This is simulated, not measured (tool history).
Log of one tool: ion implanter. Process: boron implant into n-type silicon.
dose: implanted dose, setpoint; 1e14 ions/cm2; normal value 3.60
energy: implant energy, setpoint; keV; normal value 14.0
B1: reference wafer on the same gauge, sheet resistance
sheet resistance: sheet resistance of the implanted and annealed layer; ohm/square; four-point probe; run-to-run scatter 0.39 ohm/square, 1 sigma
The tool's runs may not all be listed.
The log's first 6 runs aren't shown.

Run 7, day 7.346: usual settings but energy 12.5 keV; B1 232.07. Result: sheet resistance 254.90 ohm/square.
Run 8, day 8.471: usual settings but energy 12.0 keV; B1 232.06. Result: sheet resistance 256.41 ohm/square.
Run 9, day 9.904: usual settings but dose 2.95 1e14 ions/cm2; B1 232.00. Result: sheet resistance 295.89 ohm/square.
Run 10, day 10.417: usual settings; B1 232.01. Result: sheet resistance 251.88 ohm/square.
Run 11, day 11.692: usual settings; B1 232.02. Result: sheet resistance 251.75 ohm/square.
Run 12, day 12.867: usual settings; B1 231.96. Result: sheet resistance 250.86 ohm/square.
At day 13.279: extraction supply calibrated.
Run 13, day 14.142: usual settings; B1 232.08. Result: sheet resistance 251.17 ohm/square.
Run 14, day 15.212: usual settings; B1 232.04. Result: sheet resistance 251.03 ohm/square.
At day 15.679: Faraday cup replaced and dose calibrated.
Run 15, day 16.017: usual settings; B1 231.98. Result: sheet resistance 258.56 ohm/square.
At day 16.412: gauge calibrated.
Run 16, day 16.875: usual settings; B1 232.04. Result: sheet resistance 257.83 ohm/square.
Run 17, day 18.025: usual settings; B1 231.95. Result: sheet resistance 258.39 ohm/square.
Run 18, day 20.167: usual settings but dose 3.05 1e14 ions/cm2, energy 17.0 keV; B1 232.04. Result: sheet resistance 288.49 ohm/square.
Run 19, day 21.167: usual settings but dose 4.06 1e14 ions/cm2, energy 12.0 keV; B1 232.04. Result: sheet resistance 236.93 ohm/square.
Run 20, day 22.046: usual settings but dose 2.61 1e14 ions/cm2, energy 12.5 keV; B1 232.02. Result: sheet resistance 338.99 ohm/square.
Run 21, day 23.346: usual settings but dose 2.95 1e14 ions/cm2, energy 17.5 keV; B1 231.91. Result: sheet resistance 295.31 ohm/square.
Run 22, day 24.542: usual settings; B1 232.02. Result: sheet resistance 255.48 ohm/square.
Run 23, day 25.712: usual settings but energy 16.0 keV; B1 232.04. Result: sheet resistance 252.94 ohm/square.
Run 24, day 28.983: usual settings but dose 4.15 1e14 ions/cm2, energy 15.5 keV; B1 231.96. Result: sheet resistance 224.94 ohm/square.
Run 25, day 30.104: usual settings; B1 232.06. Result: sheet resistance 256.02 ohm/square.
Run 26, day 31.188: usual settings but dose 4.33 1e14 ions/cm2, energy 19.0 keV; B1 232.03. Result: sheet resistance 211.94 ohm/square.
Run 27, day 31.804: usual settings but dose 4.35 1e14 ions/cm2, energy 9.5 keV; B1 232.03. Result: sheet resistance 226.32 ohm/square.
Run 28, day 32.688: usual settings; B1 231.96. Result: sheet resistance 254.71 ohm/square.
Run 29, day 33.958: usual settings but dose 3.16 1e14 ions/cm2; B1 231.97. Result: sheet resistance 283.83 ohm/square.
Run 30, day 34.825: usual settings but energy 15.5 keV; B1 231.98. Result: sheet resistance 251.24 ohm/square.

What if the next run were any one of these 3? Each begins from the tool's condition after run 30:
Run A, day 34.842: usual settings; B1 ?. Result: sheet resistance ?.
Run B, day 34.842: usual settings but dose 4.52 1e14 ions/cm2, energy 16.5 keV; B1 ?. Result: sheet resistance ?.
Run C, day 34.842: usual settings but energy 17.0 keV; B1 ?. Result: sheet resistance ?.

run      B1  sheet resistance
  A  232.00            254.64
  B  232.00            207.44
  C  232.00            249.27
Without the tool's hidden state the same runs would have given:
run  sheet resistance
  A            257.88
  B            210.11
  C            252.44
